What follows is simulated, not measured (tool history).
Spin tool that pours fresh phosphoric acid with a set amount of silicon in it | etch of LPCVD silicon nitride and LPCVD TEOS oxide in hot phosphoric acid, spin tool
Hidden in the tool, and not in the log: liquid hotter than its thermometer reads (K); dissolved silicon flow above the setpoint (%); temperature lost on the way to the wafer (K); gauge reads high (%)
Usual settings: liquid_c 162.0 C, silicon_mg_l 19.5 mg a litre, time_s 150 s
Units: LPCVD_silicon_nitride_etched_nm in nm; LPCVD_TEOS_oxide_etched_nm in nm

run,hour,liquid_c,silicon_mg_l,time_s,wafers since the last listed run,hours since the thermometer was replaced,hours since the dissolved silicon flow meter was replaced,hours since the heated supply line was repaired,hours since the gauge calibration,"read-back film thickness of the LPCVD silicon nitride reference wafer, read on the same gauge (nm)","read-back film thickness of the LPCVD TEOS oxide reference wafer, read on the same gauge (nm)",LPCVD_silicon_nitride_etched_nm,LPCVD_TEOS_oxide_etched_nm
1,0.0,162.0,31.0,150,0,562.0,2151.7,2645.1,94.8,120.02,100.005,12.68,0.393
2,17.0,162.0,31.0,150,143,579.0,2168.7,2662.1,111.8,120.00,99.989,12.67,0.424
3,32.4,162.0,31.0,150,129,594.4,2184.1,2677.5,127.2,120.01,99.974,12.76,0.397
4,46.4,162.0,19.5,110,117,608.4,2198.1,2691.5,141.2,120.00,100.010,9.30,0.427
5,54.0,162.0,19.5,110,63,616.0,2205.7,2699.1,148.8,120.00,99.990,9.37,0.435
6,70.5,162.0,19.5,150,138,632.5,2222.2,2715.6,165.3,120.02,99.989,12.71,0.607
7,80.9,162.0,19.5,150,87,642.9,2232.6,2726.0,175.7,119.98,100.015,12.77,0.601
8,95.8,162.0,19.5,150,125,657.8,2247.5,2740.9,190.6,119.98,100.001,12.72,0.589
# hour 106.9: heated supply line repaired
9,107.7,162.0,29.5,150,91,669.7,2259.4,0.8,202.5,120.00,99.991,12.80,0.460
10,123.7,162.0,33.5,215,134,685.7,2275.4,16.8,218.5,120.02,100.007,18.26,0.538
# hour 133.8: gauge calibrated
11,135.2,159.0,6.0,190,96,697.2,2286.9,28.3,1.4,120.00,99.997,14.68,0.915
12,148.5,162.0,19.5,150,111,710.5,2300.2,41.6,14.7,120.00,100.018,12.89,0.600
# hour 158.4: thermometer replaced
13,160.3,162.0,19.5,150,90,1.9,2312.0,53.4,26.5,120.00,99.995,11.91,0.499
14,177.2,162.0,27.5,150,142,18.8,2328.9,70.3,43.4,119.99,99.979,11.97,0.415
# hour 178.5: dissolved silicon flow meter replaced
15,194.1,162.0,19.5,150,133,35.7,15.6,87.2,60.3,120.00,100.000,11.99,0.551
16,203.6,164.5,10.0,80,79,45.2,25.1,96.7,69.8,120.00,100.003,7.01,0.408
17,212.1,162.0,28.5,150,71,53.7,33.6,105.2,78.3,119.99,100.023,12.10,0.370
18,225.0,160.0,9.0,200,108,66.6,46.5,118.1,91.2,120.00,100.002,15.17,0.747

5 ways to go on from here, each from the tool as it stands after run 18. What would each give?
A,225.5,162.0,19.5,200,4,67.1,47.0,118.6,91.7,?,?,?,?
B,225.5,159.5,19.5,150,4,67.1,47.0,118.6,91.7,?,?,?,?
C,225.5,163.5,19.5,180,4,67.1,47.0,118.6,91.7,?,?,?,?
D,225.5,161.0,6.5,205,4,67.1,47.0,118.6,91.7,?,?,?,?
E,225.5,159.5,6.5,110,4,67.1,47.0,118.6,91.7,?,?,?,?

run,"read-back film thickness of the LPCVD silicon nitride reference wafer, read on the same gauge (nm)","read-back film thickness of the LPCVD TEOS oxide reference wafer, read on the same gauge (nm)",LPCVD_silicon_nitride_etched_nm,LPCVD_TEOS_oxide_etched_nm
A,120.00,99.994,16.19,0.739
B,120.00,99.994,11.17,0.461
C,120.00,99.994,15.31,0.742
D,120.00,99.994,16.05,0.962
E,120.00,99.994,8.19,0.462
Without the tool's hidden state the same runs would have given:
run,LPCVD_silicon_nitride_etched_nm,LPCVD_TEOS_oxide_etched_nm
A,15.87,0.708
B,10.95,0.442
C,15.01,0.711
D,15.73,0.921
E,8.03,0.442
